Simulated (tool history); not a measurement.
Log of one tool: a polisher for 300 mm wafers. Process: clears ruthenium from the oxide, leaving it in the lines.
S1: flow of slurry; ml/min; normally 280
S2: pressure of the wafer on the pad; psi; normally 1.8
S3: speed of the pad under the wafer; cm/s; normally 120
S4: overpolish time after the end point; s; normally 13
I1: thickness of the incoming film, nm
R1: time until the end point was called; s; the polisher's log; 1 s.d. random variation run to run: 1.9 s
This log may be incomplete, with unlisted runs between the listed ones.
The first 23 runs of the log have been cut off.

run 24 day=10.612 | S1=225 S2=1.8 S3=82 S4=13 | I1=194.2 | R1=220.8
run 25 day=10.925 | S1=335 S2=2.4 S3=136 S4=13 | I1=189.6 | R1=93.3
run 26 day=11.200 | S1=280 S2=1.8 S3=120 S4=13 | I1=189.8 | R1=143.1
run 27 day=11.521 | S1=280 S2=1.8 S3=152 S4=13 | I1=190.0 | R1=114.1
run 28 day=12.025 | S1=185 S2=1.8 S3=100 S4=13 | I1=187.9 | R1=173.1
run 29 day=12.504 | S1=280 S2=1.5 S3=108 S4=9 | I1=189.5 | R1=195.0
run 30 day=12.925 | S1=280 S2=2.3 S3=148 S4=13 | I1=189.1 | R1=91.3
run 31 day=13.362 | S1=280 S2=1.8 S3=120 S4=13 | I1=189.7 | R1=146.5
run 32 day=13.908 | S1=280 S2=1.8 S3=120 S4=13 | I1=192.8 | R1=146.3
run 33 day=14.446 | S1=195 S2=1.8 S3=120 S4=13 | I1=192.7 | R1=153.2
run 34 day=15.171 | S1=280 S2=1.8 S3=120 S4=13 | I1=192.6 | R1=152.3
run 35 day=15.721 | S1=205 S2=1.8 S3=144 S4=21 | I1=190.4 | R1=126.5
-- day=16.008 worn pad replaced by a new one
run 36 day=16.254 | S1=280 S2=1.8 S3=120 S4=13 | I1=188.0 | R1=143.4
run 37 day=16.942 | S1=280 S2=1.8 S3=120 S4=13 | I1=190.1 | R1=139.4

4 options for the next run, each taken on its own from the tool as it stands now. Forecast them:
run A day=16.962 | S1=280 S2=1.8 S3=88 S4=13 | I1=186.6 | R1=?
run B day=16.962 | S1=375 S2=2.0 S3=96 S4=20 | I1=186.6 | R1=?
run C day=16.962 | S1=280 S2=1.8 S3=102 S4=13 | I1=186.6 | R1=?
run D day=16.962 | S1=360 S2=2.3 S3=80 S4=13 | I1=186.6 | R1=?

run=A R1=187.1
run=B R1=151.9
run=C R1=161.4
run=D R1=158.9
Take away the tool's hidden state, keep each run's random variation, and the runs would have read:
run=A R1=186.2
run=B R1=151.1
run=C R1=160.6
run=D R1=158.1
